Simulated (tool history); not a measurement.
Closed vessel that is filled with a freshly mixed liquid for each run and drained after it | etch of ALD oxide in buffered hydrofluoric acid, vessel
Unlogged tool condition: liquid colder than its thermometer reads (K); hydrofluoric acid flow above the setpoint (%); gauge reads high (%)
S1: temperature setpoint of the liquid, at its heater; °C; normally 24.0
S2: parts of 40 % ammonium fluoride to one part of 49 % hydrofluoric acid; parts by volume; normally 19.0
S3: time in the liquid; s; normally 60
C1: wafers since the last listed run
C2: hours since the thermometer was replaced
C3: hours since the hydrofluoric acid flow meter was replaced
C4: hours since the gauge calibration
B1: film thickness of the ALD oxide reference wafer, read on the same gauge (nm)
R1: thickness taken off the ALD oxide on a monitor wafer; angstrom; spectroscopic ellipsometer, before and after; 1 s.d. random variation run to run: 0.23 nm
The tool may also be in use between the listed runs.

run 1 day=0.000 | S1=24.0 S2=19.0 S3=60 | C1=0 C2=524.1 C3=211.7 C4=160.6 | B1=100.00 | R1=585.3
run 2 day=0.562 | S1=24.0 S2=19.0 S3=60 | C1=1287 C2=537.6 C3=225.2 C4=174.1 | B1=99.96 | R1=584.8
run 3 day=1.275 | S1=24.0 S2=19.0 S3=60 | C1=1630 C2=554.7 C3=242.3 C4=191.2 | B1=100.01 | R1=587.4
run 4 day=2.008 | S1=24.0 S2=19.0 S3=60 | C1=1678 C2=572.3 C3=259.9 C4=208.8 | B1=99.99 | R1=582.0
run 5 day=2.592 | S1=24.0 S2=19.0 S3=60 | C1=1335 C2=586.3 C3=273.9 C4=222.8 | B1=100.02 | R1=583.7
run 6 day=2.900 | S1=24.0 S2=19.0 S3=60 | C1=705 C2=593.7 C3=281.3 C4=230.2 | B1=99.99 | R1=584.3
run 7 day=4.775 | S1=24.0 S2=19.0 S3=60 | C1=4291 C2=638.7 C3=326.3 C4=275.2 | B1=100.03 | R1=583.4
run 8 day=5.192 | S1=24.0 S2=21.5 S3=60 | C1=953 C2=648.7 C3=336.3 C4=285.2 | B1=100.00 | R1=526.4
run 9 day=5.846 | S1=24.0 S2=21.5 S3=60 | C1=1497 C2=664.4 C3=352.0 C4=300.9 | B1=100.01 | R1=527.5
run 10 day=6.125 | S1=24.0 S2=19.0 S3=60 | C1=639 C2=671.1 C3=358.7 C4=307.6 | B1=100.00 | R1=579.5
-- day=6.479 gauge calibrated
run 11 day=6.771 | S1=21.5 S2=19.0 S3=60 | C1=1478 C2=686.6 C3=374.2 C4=7.0 | B1=99.95 | R1=506.4
run 12 day=7.308 | S1=21.5 S2=19.0 S3=60 | C1=1230 C2=699.5 C3=387.1 C4=19.9 | B1=99.98 | R1=502.1
-- day=7.667 thermometer replaced
run 13 day=7.942 | S1=21.5 S2=19.0 S3=60 | C1=1354 C2=6.6 C3=402.3 C4=35.1 | B1=100.02 | R1=522.1
run 14 day=8.533 | S1=24.0 S2=19.0 S3=60 | C1=1354 C2=20.8 C3=416.5 C4=49.3 | B1=100.01 | R1=598.2
run 15 day=9.242 | S1=26.5 S2=19.0 S3=75 | C1=1621 C2=37.8 C3=433.5 C4=66.3 | B1=100.01 | R1=856.4
run 16 day=9.646 | S1=25.5 S2=23.5 S3=30 | C1=925 C2=47.5 C3=443.2 C4=76.0 | B1=100.01 | R1=274.7
run 17 day=10.325 | S1=26.0 S2=22.0 S3=60 | C1=1554 C2=63.8 C3=459.5 C4=92.3 | B1=100.03 | R1=592.8
-- day=10.888 hydrofluoric acid flow meter replaced
run 18 day=10.908 | S1=21.5 S2=23.5 S3=85 | C1=1239 C2=77.8 C3=0.5 C4=106.3 | B1=99.96 | R1=624.0
run 19 day=11.225 | S1=20.5 S2=19.0 S3=60 | C1=724 C2=85.4 C3=8.1 C4=113.9 | B1=100.00 | R1=494.8
run 20 day=11.875 | S1=22.0 S2=13.0 S3=30 | C1=1487 C2=101.0 C3=23.7 C4=129.5 | B1=99.99 | R1=384.4
run 21 day=12.312 | S1=24.0 S2=21.0 S3=95 | C1=1001 C2=111.5 C3=34.2 C4=140.0 | B1=100.02 | R1=864.4
run 22 day=12.875 | S1=24.0 S2=19.0 S3=60 | C1=1287 C2=125.0 C3=47.7 C4=153.5 | B1=99.98 | R1=596.4
run 23 day=13.375 | S1=24.0 S2=19.0 S3=60 | C1=1144 C2=137.0 C3=59.7 C4=165.5 | B1=100.00 | R1=592.9
run 24 day=13.746 | S1=24.0 S2=19.0 S3=60 | C1=848 C2=145.9 C3=68.6 C4=174.4 | B1=100.01 | R1=593.9
run 25 day=14.021 | S1=24.0 S2=14.5 S3=35 | C1=629 C2=152.5 C3=75.2 C4=181.0 | B1=100.02 | R1=449.8
run 26 day=14.462 | S1=19.5 S2=19.0 S3=60 | C1=1011 C2=163.1 C3=85.8 C4=191.6 | B1=100.01 | R1=461.7
run 27 day=14.800 | S1=24.0 S2=12.0 S3=70 | C1=772 C2=171.2 C3=93.9 C4=199.7 | B1=99.98 | R1=1077.0
run 28 day=15.179 | S1=24.0 S2=13.5 S3=60 | C1=867 C2=180.3 C3=103.0 C4=208.8 | B1=100.02 | R1=836.1
run 29 day=15.671 | S1=28.5 S2=19.0 S3=30 | C1=1125 C2=192.1 C3=114.8 C4=220.6 | B1=99.97 | R1=376.1
run 30 day=16.292 | S1=26.5 S2=19.0 S3=60 | C1=1421 C2=207.0 C3=129.7 C4=235.5 | B1=100.03 | R1=675.2
run 31 day=17.004 | S1=24.0 S2=19.0 S3=60 | C1=1630 C2=224.1 C3=146.8 C4=252.6 | B1=100.00 | R1=587.7
run 32 day=17.512 | S1=25.5 S2=25.5 S3=60 | C1=1163 C2=236.3 C3=159.0 C4=264.8 | B1=100.01 | R1=514.0
run 33 day=18.246 | S1=24.0 S2=21.5 S3=60 | C1=1678 C2=253.9 C3=176.6 C4=282.4 | B1=100.04 | R1=532.7

Alternative continuations, all from the tool just after run 33; predict every row:
run A day=18.275 | S1=24.0 S2=19.0 S3=60 | C1=66 C2=254.6 C3=177.3 C4=283.1 | B1=? | R1=?
run B day=18.275 | S1=20.0 S2=19.0 S3=60 | C1=66 C2=254.6 C3=177.3 C4=283.1 | B1=? | R1=?
run C day=18.275 | S1=28.0 S2=21.5 S3=60 | C1=66 C2=254.6 C3=177.3 C4=283.1 | B1=? | R1=?
run D day=18.275 | S1=22.5 S2=19.0 S3=60 | C1=66 C2=254.6 C3=177.3 C4=283.1 | B1=? | R1=?
run E day=18.275 | S1=24.0 S2=11.5 S3=35 | C1=66 C2=254.6 C3=177.3 C4=283.1 | B1=? | R1=?

run=A B1=100.01 R1=588.9
run=B B1=100.01 R1=471.6
run=C B1=100.01 R1=661.8
run=D B1=100.01 R1=542.2
run=E B1=100.01 R1=562.5
Without the tool's unlogged condition, the same runs would have read:
run=A R1=602.0
run=B R1=482.3
run=C R1=676.1
run=D R1=554.3
run=E R1=574.9

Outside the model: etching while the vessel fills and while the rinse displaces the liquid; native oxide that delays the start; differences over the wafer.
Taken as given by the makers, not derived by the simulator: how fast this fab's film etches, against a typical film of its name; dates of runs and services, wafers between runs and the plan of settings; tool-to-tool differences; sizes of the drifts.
